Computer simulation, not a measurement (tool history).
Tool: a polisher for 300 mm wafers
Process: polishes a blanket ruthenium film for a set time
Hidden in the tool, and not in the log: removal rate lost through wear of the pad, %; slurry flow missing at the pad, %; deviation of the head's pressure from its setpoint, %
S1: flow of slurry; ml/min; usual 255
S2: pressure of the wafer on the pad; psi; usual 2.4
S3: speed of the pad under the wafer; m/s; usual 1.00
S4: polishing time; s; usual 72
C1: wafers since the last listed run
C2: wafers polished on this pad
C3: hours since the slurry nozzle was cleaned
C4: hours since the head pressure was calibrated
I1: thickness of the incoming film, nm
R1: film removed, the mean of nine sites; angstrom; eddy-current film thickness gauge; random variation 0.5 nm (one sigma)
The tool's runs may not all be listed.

Run 1, day 0.000: usual settings but S2 2.1 psi, S3 0.92 m/s; C1 0; C2 1782; C3 406.9; C4 54.0; I1 371.9. Result: R1 685 angstrom.
At day 2.133: worn pad replaced by a new one.
Run 2, day 3.117: usual settings but S2 2.1 psi, S3 0.92 m/s; C1 685; C2 228; C3 481.7; C4 128.8; I1 367.2. Result: R1 687 angstrom.
Run 3, day 4.912: usual settings but S2 2.1 psi, S3 0.92 m/s; C1 417; C2 645; C3 524.8; C4 171.9; I1 368.1. Result: R1 683 angstrom.
Run 4, day 7.550: usual settings; C1 612; C2 1258; C3 588.1; C4 235.2; I1 374.4. Result: R1 819 angstrom.
Run 5, day 9.929: usual settings; C1 552; C2 1811; C3 645.2; C4 292.3; I1 373.4. Result: R1 814 angstrom.
At day 11.212: worn pad replaced by a new one.
Run 6, day 14.075: usual settings; C1 924; C2 665; C3 744.7; C4 391.8; I1 367.0. Result: R1 809 angstrom.
Run 7, day 15.854: usual settings; C1 413; C2 1078; C3 787.4; C4 434.5; I1 372.0. Result: R1 823 angstrom.
At day 16.671: slurry nozzle cleaned.
Run 8, day 19.217: usual settings; C1 771; C2 1850; C3 61.1; C4 515.2; I1 370.3. Result: R1 836 angstrom.
At day 20.462: worn pad replaced by a new one.
Run 9, day 22.792: usual settings; C1 791; C2 541; C3 146.9; C4 601.0; I1 373.6. Result: R1 833 angstrom.
Run 10, day 25.938: usual settings but S1 295 ml/min; C1 730; C2 1272; C3 222.4; C4 676.5; I1 368.4. Result: R1 857 angstrom.
Run 11, day 28.408: usual settings but S1 300 ml/min, S2 2.9 psi, S3 0.90 m/s, S4 84 s; C1 574; C2 1846; C3 281.7; C4 735.8; I1 369.8. Result: R1 1100 angstrom.
Run 12, day 31.883: usual settings but S2 2.1 psi, S3 0.88 m/s; C1 807; C2 2653; C3 365.1; C4 819.2; I1 373.1. Result: R1 703 angstrom.
At day 32.242: worn pad replaced by a new one.
Run 13, day 34.800: usual settings; C1 638; C2 594; C3 435.1; C4 889.2; I1 368.6. Result: R1 878 angstrom.
At day 35.308: head pressure recalibrated.
Run 14, day 38.029: usual settings but S4 65 s; C1 730; C2 1325; C3 512.6; C4 65.3; I1 364.3. Result: R1 708 angstrom.
Run 15, day 41.546: usual settings; C1 816; C2 2142; C3 597.0; C4 149.7; I1 367.3. Result: R1 804 angstrom.
At day 43.483: worn pad replaced by a new one.
Run 16, day 44.021: usual settings but S3 0.88 m/s, S4 57 s; C1 536; C2 124; C3 656.4; C4 209.1; I1 370.7. Result: R1 578 angstrom.
Run 17, day 47.654: usual settings but S3 0.78 m/s; C1 844; C2 968; C3 743.6; C4 296.3; I1 370.7. Result: R1 679 angstrom.
Run 18, day 51.846: usual settings but S1 225 ml/min, S2 2.0 psi, S3 1.24 m/s, S4 50 s; C1 973; C2 1942; C3 844.2; C4 396.9; I1 364.2. Result: R1 555 angstrom.

4 ways to go on from here, each from the tool as it stands after run 18. What would each give?
Run A, day 51.867: usual settings but S3 1.28 m/s; C1 4; C2 1947; C3 844.7; C4 397.4; I1 374.6. Result: R1 ?.
Run B, day 51.867: usual settings but S1 330 ml/min, S2 3.2 psi, S4 88 s; C1 4; C2 1947; C3 844.7; C4 397.4; I1 374.6. Result: R1 ?.
Run C, day 51.867: usual settings but S1 180 ml/min; C1 4; C2 1947; C3 844.7; C4 397.4; I1 374.6. Result: R1 ?.
Run D, day 51.867: usual settings but S1 345 ml/min, S3 0.80 m/s; C1 4; C2 1947; C3 844.7; C4 397.4; I1 374.6. Result: R1 ?.

run    R1
  A   969
  B  1294
  C   782
  D   712
Without the tool's hidden state the same runs would have given:
run    R1
  A   961
  B  1284
  C   776
  D   706
